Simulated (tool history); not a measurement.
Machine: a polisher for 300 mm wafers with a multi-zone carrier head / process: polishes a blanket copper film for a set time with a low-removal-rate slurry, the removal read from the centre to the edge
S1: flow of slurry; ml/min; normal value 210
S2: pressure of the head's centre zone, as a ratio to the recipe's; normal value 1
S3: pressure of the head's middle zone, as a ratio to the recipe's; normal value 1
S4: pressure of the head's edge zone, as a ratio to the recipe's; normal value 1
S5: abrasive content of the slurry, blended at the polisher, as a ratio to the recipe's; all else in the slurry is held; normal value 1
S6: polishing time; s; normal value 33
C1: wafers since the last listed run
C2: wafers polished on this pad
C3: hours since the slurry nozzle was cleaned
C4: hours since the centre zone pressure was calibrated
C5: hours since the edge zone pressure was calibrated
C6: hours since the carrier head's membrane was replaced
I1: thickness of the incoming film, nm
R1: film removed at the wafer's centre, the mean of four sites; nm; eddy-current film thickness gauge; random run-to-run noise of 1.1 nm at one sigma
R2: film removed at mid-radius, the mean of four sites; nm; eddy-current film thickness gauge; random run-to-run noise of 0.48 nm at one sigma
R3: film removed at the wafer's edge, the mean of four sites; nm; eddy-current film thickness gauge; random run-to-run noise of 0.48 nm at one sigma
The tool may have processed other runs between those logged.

run,hour,S1,S2,S3,S4,S5,S6,C1,C2,C3,C4,C5,C6,I1,R1,R2,R3
1,0,210,0.97,1,1,1,33,0,173,632,1317.4,619.4,18.7,680.6,75.3,75.9,74.6
2,15.6,210,1,1,1,1,33,144,317,647.6,1333,635,34.3,683.4,76.3,75.5,74.4
# hour 31: slurry nozzle cleaned
3,33,175,1.12,1,1,1,21,151,469,2,1350.4,652.4,51.7,680.7,53.1,46.5,45.8
4,43.9,210,1,1,1,0.75,33,100,570,12.9,1361.3,663.3,62.6,676.8,66.2,66.1,64.3
5,51.8,185,1,1,0.94,0.85,44,73,643,20.8,1369.2,671.2,70.5,683.1,91.6,89.8,86.1
6,59.8,210,1,1.03,0.9,1,33,74,718,28.8,1377.2,679.2,78.5,686.9,71.9,73.3,67.6
7,67.6,210,1,1,1,1,33,72,790,36.6,1385,687,86.3,674.9,70.5,70.4,69.5
# hour 82: worn pad replaced by a new one
8,82.5,210,1.1,1,1,1,33,100,4,51.5,1399.9,701.9,101.2,667.8,84.7,75.9,74.2
# hour 88.6: centre zone pressure recalibrated
9,91.6,210,1,1.11,1,1,33,65,70,60.6,3,711,110.3,681.8,77.8,83.3,74.7
10,99.9,210,1,1.11,1.06,1,29,76,147,68.9,11.3,719.3,118.6,685,67.9,72.5,67.7
11,109.9,210,1,1,1,1,33,92,239,78.9,21.3,729.3,128.6,688.8,76.9,75.2,74
12,123,210,0.96,1,1,1,33,121,360,92,34.4,742.4,141.7,681.1,71.9,74.8,74.4
13,134.1,230,1,1,0.96,0.9,42,102,463,103.1,45.5,753.5,152.8,690,93.8,91,87.7
14,140.2,210,1,0.88,1,1,33,56,520,109.2,51.6,759.6,158.9,677.7,74.5,66.3,72.7
# hour 156.9: edge zone pressure recalibrated
# hour 177.5: worn pad replaced by a new one
15,181.9,210,1,1.1,1,1,37,330,40,150.9,93.3,25,200.6,671.5,84.4,89.9,83.5

What does the tool deliver on the next run?
16,196.8,210,1,1,1,1,33,138,178,165.8,108.2,39.9,215.5,669.5,?,?,?

{"run 16": {"R1": 77, "R2": 75, "R3": 73}}
On a tool with no hidden condition, and with the same random variation, this run would have come out at R1 79.4 nm, R2 77.4 nm, R3 75.3 nm.
